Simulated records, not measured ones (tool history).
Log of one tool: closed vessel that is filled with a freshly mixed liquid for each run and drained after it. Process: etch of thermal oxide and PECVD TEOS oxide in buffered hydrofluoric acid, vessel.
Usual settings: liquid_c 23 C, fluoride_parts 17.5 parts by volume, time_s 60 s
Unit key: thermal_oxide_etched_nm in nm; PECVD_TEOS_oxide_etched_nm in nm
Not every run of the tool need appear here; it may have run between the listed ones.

run	hour	liquid_c	fluoride_parts	time_s	wafers since the last listed run	hours since the thermometer was replaced	hours since the hydrofluoric acid flow meter was replaced	hours since the gauge calibration	read-back film thickness of the thermal oxide reference wafer, read on the same gauge (nm)	read-back film thickness of the PECVD TEOS oxide reference wafer, read on the same gauge (nm)	thermal_oxide_etched_nm	PECVD_TEOS_oxide_etched_nm
1	0	23	22.5	60	0	788.5	554.5	57.5	110.01	150.02	28.15	73.71
2	18.9	23	22.5	60	1388	807.4	573.4	76.4	109.99	149.98	28.78	73.49
3	45.4	23	23	60	1946	833.9	599.9	102.9	110.04	150.02	27.88	72.03
4	72.4	23	23	60	1983	860.9	626.9	129.9	110.03	150	28.07	72.46
5	90.1	23	17.5	45	1300	878.6	644.6	147.6	110.01	150	25.09	65.38
6	102.6	23	17.5	45	918	891.1	657.1	160.1	110.03	149.99	25.21	65.19
7	132	23	17.5	60	2159	920.5	686.5	189.5	110.02	149.99	33.56	86.75
8	148.2	23	17.5	60	1190	936.7	702.7	205.7	110	150	33.3	86.47
9	180.4	23	17.5	60	2365	968.9	734.9	237.9	110	149.99	33.03	85.53
# hour 187.5: hydrofluoric acid flow meter replaced
# hour 194: thermometer replaced
10	196.7	27.5	12.5	60	1050	2.7	9.2	254.2	110.03	150	64.4	169.22
11	229.1	23	17.5	60	2380	35.1	41.6	286.6	110	150.01	35.79	94.7
12	248.5	21	11.5	70	1425	54.5	61	306	110.03	150.01	56.6	148.2
# hour 258.4: gauge calibrated
13	274.7	26	12.5	45	1924	80.7	87.2	16.3	110.02	150.01	43.94	115.42
14	292.5	23	17.5	60	1307	98.5	105	34.1	109.96	150.02	35.9	93.76
15	319.2	21	14	40	1961	125.2	131.7	60.8	110.02	150	26.55	69.24
16	363.8	27	14.5	60	3276	169.8	176.3	105.4	110	149.99	52.86	138.02
17	386.8	23	20	40	1689	192.8	199.3	128.4	109.99	149.99	20.96	54.59
18	403.4	23	23	60	1219	209.4	215.9	145	110.01	150.01	28.63	73.97

Branching from run 18: 4 alternative next runs. What would each branch give?
A	404.1	23	17.5	60	51	210.1	216.6	145.7	?	?	?	?
B	404.1	27.5	17.5	85	51	210.1	216.6	145.7	?	?	?	?
C	404.1	24.5	15.5	90	51	210.1	216.6	145.7	?	?	?	?
D	404.1	23	22	60	51	210.1	216.6	145.7	?	?	?	?

run	read-back film thickness of the thermal oxide reference wafer, read on the same gauge (nm)	read-back film thickness of the PECVD TEOS oxide reference wafer, read on the same gauge (nm)	thermal_oxide_etched_nm	PECVD_TEOS_oxide_etched_nm
A	110.04	149.98	35.01	91.52
B	110.04	149.98	63.33	165.53
C	110.04	149.98	64.26	167.97
D	110.04	149.98	29.29	76.57
Take away the tool's hidden state, keep each run's random variation, and the runs would have read:
run	thermal_oxide_etched_nm	PECVD_TEOS_oxide_etched_nm
A	37.28	97.44
B	67.41	176.21
C	68.41	178.8
D	30.6	79.99
